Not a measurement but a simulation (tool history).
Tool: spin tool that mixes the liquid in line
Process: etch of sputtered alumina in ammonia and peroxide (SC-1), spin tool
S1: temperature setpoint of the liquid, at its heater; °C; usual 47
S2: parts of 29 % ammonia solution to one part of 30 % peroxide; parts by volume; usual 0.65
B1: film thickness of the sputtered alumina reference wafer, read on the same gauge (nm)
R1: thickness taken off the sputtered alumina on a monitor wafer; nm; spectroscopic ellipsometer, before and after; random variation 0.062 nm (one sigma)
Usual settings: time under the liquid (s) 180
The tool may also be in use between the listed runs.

run 1 hour=0 | S1=47 S2=0.65 time_under_the_liquid_(s)=180 | B1=80.01 | R1=6.64
run 2 hour=19 | S1=41 S2=0.95 time_under_the_liquid_(s)=210 | B1=79.97 | R1=5.73
run 3 hour=38.6 | S1=47 S2=0.55 time_under_the_liquid_(s)=180 | B1=80 | R1=6.65
run 4 hour=58.5 | S1=47 S2=0.65 time_under_the_liquid_(s)=180 | B1=80 | R1=6.62
run 5 hour=71.5 | S1=50.5 S2=0.8 time_under_the_liquid_(s)=100 | B1=79.99 | R1=4.51
run 6 hour=86.5 | S1=47 S2=0.65 time_under_the_liquid_(s)=180 | B1=80 | R1=6.59
-- hour=98.1 new drum of ammonia solution connected
run 7 hour=107.3 | S1=47 S2=0.4 time_under_the_liquid_(s)=220 | B1=80.02 | R1=7.69
run 8 hour=142.7 | S1=47 S2=0.65 time_under_the_liquid_(s)=180 | B1=80 | R1=6.66
run 9 hour=170.2 | S1=47 S2=0.9 time_under_the_liquid_(s)=180 | B1=80.01 | R1=6.82
run 10 hour=200.9 | S1=47 S2=0.65 time_under_the_liquid_(s)=180 | B1=79.99 | R1=6.45
run 11 hour=236.9 | S1=51.5 S2=0.65 time_under_the_liquid_(s)=90 | B1=80 | R1=4.23
-- hour=239.4 heated supply line repaired
run 12 hour=267.4 | S1=51 S2=0.4 time_under_the_liquid_(s)=245 | B1=80 | R1=10.65
-- hour=280.5 gauge calibrated
run 13 hour=294.2 | S1=47 S2=0.85 time_under_the_liquid_(s)=275 | B1=80.01 | R1=10.17
run 14 hour=324.4 | S1=38 S2=0.65 time_under_the_liquid_(s)=140 | B1=80.01 | R1=2.98
run 15 hour=338.4 | S1=47 S2=0.65 time_under_the_liquid_(s)=235 | B1=80 | R1=8.47
run 16 hour=367.4 | S1=47 S2=0.65 time_under_the_liquid_(s)=265 | B1=80.01 | R1=9.6
run 17 hour=390 | S1=47 S2=0.65 time_under_the_liquid_(s)=215 | B1=79.99 | R1=7.85
run 18 hour=415.9 | S1=47 S2=0.65 time_under_the_liquid_(s)=80 | B1=80.02 | R1=2.91
-- hour=416.9 new drum of ammonia solution connected
run 19 hour=450.4 | S1=53 S2=0.9 time_under_the_liquid_(s)=265 | B1=80 | R1=13.62
run 20 hour=464 | S1=47 S2=0.65 time_under_the_liquid_(s)=180 | B1=79.99 | R1=6.44
run 21 hour=479.1 | S1=50 S2=0.55 time_under_the_liquid_(s)=120 | B1=79.98 | R1=4.97
run 22 hour=496.3 | S1=38.5 S2=0.75 time_under_the_liquid_(s)=100 | B1=80 | R1=2.22
run 23 hour=523.8 | S1=44.5 S2=0.35 time_under_the_liquid_(s)=90 | B1=79.98 | R1=2.62
run 24 hour=551.7 | S1=40.5 S2=0.5 time_under_the_liquid_(s)=80 | B1=80.01 | R1=1.9

What the log doesn't show, run by run:
ammonia flow below the setpoint (%): 0 in every run
temperature lost on the way to the wafer (K): 0 in every run
ammonia solution weaker than its label (%): 0 in every run
gauge reads high (%): 0 in every run
H1: liquid colder than its thermometer reads (K)
run=1 H1=0.164
run=2 H1=0.196
run=3 H1=0.228
run=4 H1=0.261
run=5 H1=0.282
run=6 H1=0.307
run=7 H1=0.342
run=8 H1=0.4
run=9 H1=0.446
run=10 H1=0.497
run=11 H1=0.556
run=12 H1=0.607
run=13 H1=0.651
run=14 H1=0.701
run=15 H1=0.724
run=16 H1=0.772
run=17 H1=0.809
run=18 H1=0.852
run=19 H1=0.909
run=20 H1=0.932
run=21 H1=0.957
run=22 H1=0.985
run=23 H1=1.03
run=24 H1=1.08

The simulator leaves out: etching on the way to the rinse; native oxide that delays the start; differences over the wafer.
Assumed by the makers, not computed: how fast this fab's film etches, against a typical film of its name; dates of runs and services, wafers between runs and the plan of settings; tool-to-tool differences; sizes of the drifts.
